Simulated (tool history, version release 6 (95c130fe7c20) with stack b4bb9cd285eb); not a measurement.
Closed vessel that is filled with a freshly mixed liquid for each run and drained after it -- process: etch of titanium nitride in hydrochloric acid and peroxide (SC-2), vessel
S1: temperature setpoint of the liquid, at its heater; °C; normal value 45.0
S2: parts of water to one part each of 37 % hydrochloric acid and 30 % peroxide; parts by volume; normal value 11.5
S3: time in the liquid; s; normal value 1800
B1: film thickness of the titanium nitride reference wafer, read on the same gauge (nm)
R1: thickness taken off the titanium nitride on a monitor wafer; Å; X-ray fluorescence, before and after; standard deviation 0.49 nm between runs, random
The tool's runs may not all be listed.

run,hour,S1,S2,S3,B1,R1
1,0.0,45.0,11.5,1800,100.02,645.9
2,34.8,45.0,9.5,1800,100.00,764.4
3,65.0,45.0,9.5,1800,100.01,765.7
4,136.8,45.0,9.5,1800,99.96,772.3
5,184.4,51.5,11.5,1800,100.01,1010.1
6,250.3,45.0,11.5,990,99.99,361.8
7,305.1,45.0,11.5,990,100.00,364.1
# hour 338.7: new drum of peroxide connected
8,359.7,45.0,11.5,1800,99.99,673.8
# hour 393.7: chemicals flow meter replaced
9,428.9,45.0,11.5,1800,99.99,663.8
10,455.1,45.0,11.5,1800,100.00,669.8
# hour 480.3: gauge calibrated
11,501.4,48.0,11.5,1800,100.00,818.0
12,526.2,42.0,7.5,920,99.99,394.0
13,555.4,51.0,14.0,2210,100.01,1038.9

What does the tool deliver on the next run?
14,620.4,53.0,10.0,870,?,?

{"run 14": {"B1": 100.02, "R1": 633.2}}
Without the tool's hidden state the same run would have given R1 536.9 Å.

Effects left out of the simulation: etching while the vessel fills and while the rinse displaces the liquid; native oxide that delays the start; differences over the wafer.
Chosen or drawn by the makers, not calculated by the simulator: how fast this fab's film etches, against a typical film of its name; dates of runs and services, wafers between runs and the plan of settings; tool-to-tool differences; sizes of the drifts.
